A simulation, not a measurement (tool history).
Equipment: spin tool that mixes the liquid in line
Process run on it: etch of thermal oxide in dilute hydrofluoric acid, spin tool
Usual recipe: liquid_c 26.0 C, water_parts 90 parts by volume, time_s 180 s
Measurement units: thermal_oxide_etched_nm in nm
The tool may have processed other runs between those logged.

run    hour  liquid_c  water_parts  time_s  read-back film thickness of the thermal oxide reference wafer, read on the same gauge (nm)  thermal_oxide_etched_nm
  1     0.0      22.5           90     180                                                                                       70.01                     9.25
  2    68.6      22.5           90     180                                                                                       70.00                     9.32
  3   119.1      26.0           90     180                                                                                       69.96                    10.62
  4   168.1      26.0           90     180                                                                                       69.96                    10.66
  5   209.6      26.0           90     180                                                                                       70.02                    10.67
  6   288.1      26.0           60     180                                                                                       70.02                    16.89
  7   385.1      26.0           60     180                                                                                       70.01                    16.78
      430.4  -- thermometer replaced
  8   467.2      26.0           90     180                                                                                       70.01                    11.06
  9   512.2      24.0           90     180                                                                                       70.00                    10.22
 10   576.4      29.5           90     215                                                                                       69.99                    15.11
 11   619.7      22.0          120     235                                                                                       69.99                     8.94
      628.3  -- thermometer replaced, repeated, since the last time left the tool worse
      637.5  -- hydrofluoric acid flow meter replaced
 12   656.4      22.5           90     180                                                                                       69.96                     8.80
 13   726.2      26.0           90     180                                                                                       70.03                    10.21
 14   790.5      26.0           90     210                                                                                       70.00                    11.88
 15   887.7      21.0           75     180                                                                                       69.98                    10.15
      935.0  -- gauge calibrated
 16   990.4      27.5          110     130                                                                                       69.99                     6.22
 17  1072.4      24.0           90     180                                                                                       70.00                     9.53
 18  1149.6      23.0           55     260                                                                                       69.99                    22.64
 19  1206.1      31.0          120     130                                                                                       70.03                     6.47

Forecast each of these 5 alternatives for the next run:
  A  1206.6      26.0           90     180                                                                                           ?                        ?
  B  1206.6      23.5          130     145                                                                                           ?                        ?
  C  1206.6      26.0           75     250                                                                                           ?                        ?
  D  1206.6      26.0          110     180                                                                                           ?                        ?
  E  1206.6      29.0           90     180                                                                                           ?                        ?

run  read-back film thickness of the thermal oxide reference wafer, read on the same gauge (nm)  thermal_oxide_etched_nm
  A                                                                                       69.99                    10.31
  B                                                                                       69.99                     4.96
  C                                                                                       69.99                    17.52
  D                                                                                       69.99                     8.22
  E                                                                                       69.99                    11.57
With no hidden state in the tool, these same runs would have given:
run  thermal_oxide_etched_nm
  A                    10.18
  B                     4.90
  C                    17.31
  D                     8.12
  E                    11.44
